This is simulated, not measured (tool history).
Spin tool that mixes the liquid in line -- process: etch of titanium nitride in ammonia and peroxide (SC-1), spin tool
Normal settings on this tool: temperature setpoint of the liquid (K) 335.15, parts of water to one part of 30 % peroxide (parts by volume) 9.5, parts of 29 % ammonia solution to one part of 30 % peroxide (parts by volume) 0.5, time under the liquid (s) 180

run,day,temperature setpoint of the liquid (K),parts of water to one part of 30 % peroxide (parts by volume),parts of 29 % ammonia solution to one part of 30 % peroxide (parts by volume),time under the liquid (s),"read-back film thickness of the titanium nitride reference wafer, read on the same gauge (nm)",thickness taken off the titanium nitride on a monitor wafer (nm)
1,0,335.15,9.5,0.5,180,130.02,15.14
2,2.558,335.15,9.5,0.5,180,130.03,15.1
3,4.775,335.15,9.5,0.5,180,130.01,15.12
4,8.079,335.15,9.5,0.5,180,130,15
5,9.629,335.15,9.5,0.5,180,129.97,14.73
6,13.071,335.15,9.5,0.5,180,130.01,14.73
# day 17.867: gauge calibrated
# day 19.421: new drum of ammonia solution connected
7,20.5,335.15,9.5,0.5,180,130,14.87
8,22.996,335.15,9.5,0.5,180,129.98,14.83
9,27.117,332.15,12.5,0.5,180,130.01,10.45
10,29.171,335.15,9.5,0.5,140,130,11.3
11,32.55,335.15,5.5,0.5,180,130.01,19.32
# day 35.683: thermometer replaced
# day 35.696: heated supply line repaired
12,35.846,335.15,9.5,0.65,135,130.02,10.34
13,38.367,335.15,9.5,0.5,180,130.01,13.12
14,42.504,327.65,12.5,0.3,180,130.01,6.26
15,45.55,335.15,9.5,0.4,180,129.99,12.71
16,47.775,335.15,11,0.5,80,129.99,5.37
# day 48.458: thermometer replaced, repeated, since the last time left the tool worse
# day 48.642: ammonia flow meter replaced
17,50.975,332.15,13,0.7,270,130,17.98
# day 51.492: new drum of ammonia solution connected
18,54.017,327.65,6,0.4,180,130.03,11.75
19,58.217,335.15,12,0.5,100,130.03,7.77
20,61.8,335.15,9.5,0.5,180,129.98,15.7
21,65.462,338.65,11.5,0.25,85,130.02,7.48
22,69.133,335.15,8,0.5,180,130.01,17.49
23,73.521,335.15,9.5,0.5,180,129.99,15.7

Below are 5 alternative next runs, each starting from the tool's condition after run 23. Predict each:
A,73.542,335.15,9.5,0.5,90,?,?
B,73.542,330.15,9.5,0.5,180,?,?
C,73.542,327.65,7,0.3,180,?,?
D,73.542,343.15,12,0.65,275,?,?
E,73.542,339.65,5,0.3,235,?,?

run,"read-back film thickness of the titanium nitride reference wafer, read on the same gauge (nm)",thickness taken off the titanium nitride on a monitor wafer (nm)
A,130.01,7.7
B,130.01,11.07
C,130.01,9.99
D,130.01,36.17
E,130.01,33.83
Had the tool no hidden state, the same runs would have come out as:
run,thickness taken off the titanium nitride on a monitor wafer (nm)
A,7.98
B,11.49
C,10.38
D,37.45
E,35.04
